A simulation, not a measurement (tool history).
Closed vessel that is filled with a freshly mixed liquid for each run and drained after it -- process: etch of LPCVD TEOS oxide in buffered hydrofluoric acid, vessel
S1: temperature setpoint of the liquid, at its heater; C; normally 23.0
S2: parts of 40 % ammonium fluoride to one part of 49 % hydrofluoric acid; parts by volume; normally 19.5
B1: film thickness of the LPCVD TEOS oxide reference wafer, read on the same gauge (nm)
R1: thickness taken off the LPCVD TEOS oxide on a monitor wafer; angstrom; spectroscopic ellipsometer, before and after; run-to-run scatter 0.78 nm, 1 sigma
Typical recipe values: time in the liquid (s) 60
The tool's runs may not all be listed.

Run 1, hour 0.0: usual settings; B1 130.02. Result: R1 945.7 angstrom.
Run 2, hour 77.4: usual settings; B1 130.00. Result: R1 978.2 angstrom.
Run 3, hour 179.6: usual settings; B1 129.99. Result: R1 966.9 angstrom.
Run 4, hour 253.2: usual settings; B1 130.01. Result: R1 971.9 angstrom.
Run 5, hour 327.1: usual settings; B1 130.03. Result: R1 974.6 angstrom.
Run 6, hour 386.0: usual settings but S2 16.5 parts by volume; B1 130.00. Result: R1 1157.9 angstrom.
At hour 447.1: hydrofluoric acid flow meter replaced.
Run 7, hour 493.9: usual settings but S2 16.5 parts by volume; B1 130.02. Result: R1 1159.6 angstrom.
Run 8, hour 557.3: usual settings but S2 16.5 parts by volume; B1 130.02. Result: R1 1141.2 angstrom.
Run 9, hour 649.7: usual settings; B1 130.01. Result: R1 990.1 angstrom.
Run 10, hour 696.2: usual settings; B1 130.01. Result: R1 1007.9 angstrom.
At hour 891.8: gauge calibrated.
Run 11, hour 952.6: usual settings; B1 130.01. Result: R1 996.0 angstrom.
At hour 1027.9: thermometer replaced.
Run 12, hour 1040.0: usual settings but time in the liquid (s) 85; B1 130.00. Result: R1 1522.3 angstrom.
Run 13, hour 1113.9: usual settings but time in the liquid (s) 85; B1 129.97. Result: R1 1503.2 angstrom.
Run 14, hour 1176.4: usual settings but S2 27.0 parts by volume; B1 129.99. Result: R1 862.4 angstrom.
Run 15, hour 1252.7: usual settings but S1 24.5 C, S2 24.0 parts by volume, time in the liquid (s) 50; B1 130.00. Result: R1 843.3 angstrom.
At hour 1325.2: thermometer replaced, repeated, since the last time left the tool worse.
Run 16, hour 1331.3: usual settings but S1 19.5 C, S2 15.5 parts by volume, time in the liquid (s) 90; B1 130.02. Result: R1 1400.5 angstrom.
Run 17, hour 1400.1: usual settings; B1 130.00. Result: R1 912.6 angstrom.
Run 18, hour 1493.4: usual settings but time in the liquid (s) 35; B1 129.99. Result: R1 536.4 angstrom.
Run 19, hour 1579.6: usual settings but S2 26.0 parts by volume; B1 130.00. Result: R1 739.2 angstrom.
Run 20, hour 1645.6: usual settings; B1 130.00. Result: R1 941.2 angstrom.
Run 21, hour 1694.9: usual settings but time in the liquid (s) 75; B1 130.00. Result: R1 1159.1 angstrom.
Run 22, hour 1741.2: usual settings but S1 19.0 C, S2 12.0 parts by volume, time in the liquid (s) 80; B1 130.00. Result: R1 1618.7 angstrom.
At hour 1743.1: hydrofluoric acid flow meter replaced.
Run 23, hour 1834.2: usual settings but S1 28.0 C, S2 15.0 parts by volume, time in the liquid (s) 35; B1 129.99. Result: R1 930.9 angstrom.
Run 24, hour 1936.8: usual settings but S1 24.5 C, S2 24.0 parts by volume, time in the liquid (s) 50; B1 130.00. Result: R1 717.6 angstrom.
Run 25, hour 2029.4: usual settings but S1 25.0 C, S2 23.5 parts by volume, time in the liquid (s) 70; B1 129.99. Result: R1 1066.8 angstrom.
Run 26, hour 2135.9: usual settings but time in the liquid (s) 80; B1 130.00. Result: R1 1256.4 angstrom.
Run 27, hour 2194.8: usual settings but S2 12.0 parts by volume; B1 130.01. Result: R1 1531.7 angstrom.

Consider 3 possible next runs. They are alternatives, not a sequence: every one starts from the tool as it was left by run 27. What does each give?
Run A, hour 2195.5: usual settings but S1 20.5 C; B1 ?. Result: R1 ?.
Run B, hour 2195.5: usual settings but S2 14.0 parts by volume; B1 ?. Result: R1 ?.
Run C, hour 2195.5: usual settings but S1 21.5 C, time in the liquid (s) 40; B1 ?. Result: R1 ?.

run      B1      R1
  A  129.99   829.6
  B  129.99  1319.7
  C  129.99   584.6
Stripped of hidden state, with their random variation kept, the same runs would have yielded:
run      R1
  A   789.0
  B  1256.2
  C   556.2

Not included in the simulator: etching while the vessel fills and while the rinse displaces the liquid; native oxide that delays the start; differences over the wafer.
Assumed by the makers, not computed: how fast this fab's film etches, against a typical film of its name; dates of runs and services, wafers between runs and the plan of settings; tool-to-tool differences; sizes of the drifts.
